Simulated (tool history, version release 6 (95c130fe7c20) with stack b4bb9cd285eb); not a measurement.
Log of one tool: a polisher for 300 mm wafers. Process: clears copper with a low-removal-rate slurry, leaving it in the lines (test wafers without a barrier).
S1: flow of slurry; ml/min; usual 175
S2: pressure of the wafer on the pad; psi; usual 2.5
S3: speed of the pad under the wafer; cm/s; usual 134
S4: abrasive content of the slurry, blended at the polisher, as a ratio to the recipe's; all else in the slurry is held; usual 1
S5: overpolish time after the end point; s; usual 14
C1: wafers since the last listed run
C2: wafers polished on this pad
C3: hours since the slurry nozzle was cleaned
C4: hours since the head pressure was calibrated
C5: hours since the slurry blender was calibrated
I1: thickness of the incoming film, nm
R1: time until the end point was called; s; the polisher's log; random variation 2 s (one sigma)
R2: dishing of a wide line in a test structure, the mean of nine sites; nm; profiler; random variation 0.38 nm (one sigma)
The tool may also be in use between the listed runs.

run 1 hour=0 | S1=175 S2=2.5 S3=134 S4=1 S5=14 | C1=0 C2=381 C3=233.6 C4=1146.6 C5=231.8 | I1=369.4 | R1=128.9 R2=25.5
run 2 hour=14 | S1=175 S2=2.5 S3=134 S4=1 S5=14 | C1=73 C2=454 C3=247.6 C4=1160.6 C5=245.8 | I1=374.9 | R1=131.7 R2=25.4
-- hour=35.2 worn pad replaced by a new one
run 3 hour=35.7 | S1=175 S2=2.5 S3=134 S4=1 S5=19 | C1=92 C2=2 C3=269.3 C4=1182.3 C5=267.5 | I1=370.4 | R1=134.8 R2=32.8
run 4 hour=44.3 | S1=175 S2=2.5 S3=134 S4=1 S5=19 | C1=45 C2=47 C3=277.9 C4=1190.9 C5=276.1 | I1=377.2 | R1=132.5 R2=33.4
run 5 hour=52 | S1=175 S2=2.5 S3=134 S4=1 S5=19 | C1=40 C2=88 C3=285.6 C4=1198.6 C5=283.8 | I1=378.6 | R1=133.3 R2=33.9
run 6 hour=60.9 | S1=175 S2=2.5 S3=134 S4=1 S5=14 | C1=46 C2=134 C3=294.5 C4=1207.5 C5=292.7 | I1=377.8 | R1=131.1 R2=25.8
run 7 hour=75.1 | S1=175 S2=2.5 S3=134 S4=1 S5=14 | C1=74 C2=209 C3=308.7 C4=1221.7 C5=306.9 | I1=375.8 | R1=131.5 R2=26.1
run 8 hour=91.1 | S1=175 S2=2.5 S3=134 S4=1 S5=14 | C1=83 C2=293 C3=324.7 C4=1237.7 C5=322.9 | I1=373.1 | R1=130.6 R2=25
run 9 hour=107.3 | S1=225 S2=2.5 S3=98 S4=1 S5=14 | C1=84 C2=378 C3=340.9 C4=1253.9 C5=339.1 | I1=378 | R1=161.2 R2=21
run 10 hour=114.6 | S1=235 S2=2.5 S3=134 S4=1.15 S5=14 | C1=38 C2=416 C3=348.2 C4=1261.2 C5=346.4 | I1=378.5 | R1=122.9 R2=26.8
run 11 hour=132.3 | S1=175 S2=2.5 S3=134 S4=1 S5=14 | C1=92 C2=509 C3=365.9 C4=1278.9 C5=364.1 | I1=382.7 | R1=140.1 R2=26.2
-- hour=148.1 slurry blender recalibrated
run 12 hour=148.6 | S1=175 S2=2.5 S3=134 S4=1 S5=14 | C1=74 C2=584 C3=382.2 C4=1295.2 C5=0.5 | I1=368.1 | R1=125.2 R2=26.7
-- hour=154.5 worn pad replaced by a new one
run 13 hour=155 | S1=220 S2=2.5 S3=90 S4=1.2 S5=14 | C1=12 C2=2 C3=388.6 C4=1301.6 C5=6.9 | I1=372.8 | R1=161.9 R2=21.5
run 14 hour=167 | S1=175 S2=2.5 S3=134 S4=1 S5=14 | C1=62 C2=65 C3=400.6 C4=1313.6 C5=18.9 | I1=367.8 | R1=127.5 R2=27.2
run 15 hour=182.2 | S1=195 S2=2.2 S3=134 S4=1.25 S5=9 | C1=79 C2=144 C3=415.8 C4=1328.8 C5=34.1 | I1=369.5 | R1=135.3 R2=16.7
run 16 hour=199.9 | S1=225 S2=3.4 S3=164 S4=1 S5=14 | C1=92 C2=237 C3=433.5 C4=1346.5 C5=51.8 | I1=375.4 | R1=77.2 R2=40.6
run 17 hour=209.4 | S1=175 S2=2.5 S3=92 S4=1 S5=14 | C1=49 C2=287 C3=443 C4=1356 C5=61.3 | I1=379.4 | R1=172.3 R2=20
-- hour=252.8 head pressure recalibrated
run 18 hour=253.3 | S1=175 S2=2.2 S3=134 S4=1.15 S5=14 | C1=219 C2=507 C3=486.9 C4=0.5 C5=105.2 | I1=375.3 | R1=141.4 R2=24.3
-- hour=256.3 slurry nozzle cleaned
run 19 hour=258.4 | S1=175 S2=2.5 S3=134 S4=1 S5=16 | C1=21 C2=528 C3=2.1 C4=5.6 C5=110.3 | I1=375.7 | R1=131.1 R2=29.8
-- hour=263.5 worn pad replaced by a new one
run 20 hour=277 | S1=175 S2=2.5 S3=150 S4=1 S5=14 | C1=76 C2=70 C3=20.7 C4=24.2 C5=128.9 | I1=374.2 | R1=119.3 R2=28.1
run 21 hour=292.1 | S1=175 S2=2.5 S3=134 S4=0.8 S5=14 | C1=79 C2=149 C3=35.8 C4=39.3 C5=144 | I1=377.9 | R1=138.4 R2=26.1
run 22 hour=310.2 | S1=175 S2=2.5 S3=134 S4=1 S5=14 | C1=94 C2=244 C3=53.9 C4=57.4 C5=162.1 | I1=368.2 | R1=131.8 R2=26.5
run 23 hour=324 | S1=175 S2=2.5 S3=134 S4=1 S5=14 | C1=72 C2=317 C3=67.7 C4=71.2 C5=175.9 | I1=370.8 | R1=128.8 R2=26.7
run 24 hour=336.8 | S1=175 S2=2.5 S3=134 S4=1 S5=14 | C1=67 C2=384 C3=80.5 C4=84 C5=188.7 | I1=372.6 | R1=128.1 R2=25.8
run 25 hour=343.6 | S1=175 S2=2.5 S3=134 S4=0.85 S5=16 | C1=35 C2=419 C3=87.3 C4=90.8 C5=195.5 | I1=375.6 | R1=133.7 R2=28.3
run 26 hour=352.3 | S1=175 S2=2.5 S3=134 S4=1 S5=14 | C1=45 C2=465 C3=96 C4=99.5 C5=204.2 | I1=371.6 | R1=130.9 R2=25.5
run 27 hour=361.5 | S1=235 S2=3.1 S3=134 S4=1.1 S5=14 | C1=48 C2=513 C3=105.2 C4=108.7 C5=213.4 | I1=373.1 | R1=104.7 R2=31.5
-- hour=371.4 worn pad replaced by a new one
run 28 hour=395.8 | S1=140 S2=2.5 S3=134 S4=1.15 S5=14 | C1=158 C2=127 C3=139.5 C4=143 C5=247.7 | I1=379.4 | R1=135.8 R2=25.4

Forecast each of these 4 alternatives for the next run:
run A hour=396.3 | S1=175 S2=2.5 S3=134 S4=1 S5=14 | C1=2 C2=130 C3=140 C4=143.5 C5=248.2 | I1=376.4 | R1=? R2=?
run B hour=396.3 | S1=230 S2=2.5 S3=134 S4=1.15 S5=14 | C1=2 C2=130 C3=140 C4=143.5 C5=248.2 | I1=376.4 | R1=? R2=?
run C hour=396.3 | S1=175 S2=2.9 S3=134 S4=1.15 S5=14 | C1=2 C2=130 C3=140 C4=143.5 C5=248.2 | I1=376.4 | R1=? R2=?
run D hour=396.3 | S1=215 S2=2.5 S3=180 S4=1 S5=14 | C1=2 C2=130 C3=140 C4=143.5 C5=248.2 | I1=376.4 | R1=? R2=?

run=A R1=131.2 R2=25.6
run=B R1=123.6 R2=27
run=C R1=113.1 R2=29.4
run=D R1=98.9 R2=32.8
Without the tool's hidden state the same runs would have given:
run=A R1=123.8 R2=27
run=B R1=116.5 R2=28.5
run=C R1=106.6 R2=31
run=D R1=93.3 R2=34.5

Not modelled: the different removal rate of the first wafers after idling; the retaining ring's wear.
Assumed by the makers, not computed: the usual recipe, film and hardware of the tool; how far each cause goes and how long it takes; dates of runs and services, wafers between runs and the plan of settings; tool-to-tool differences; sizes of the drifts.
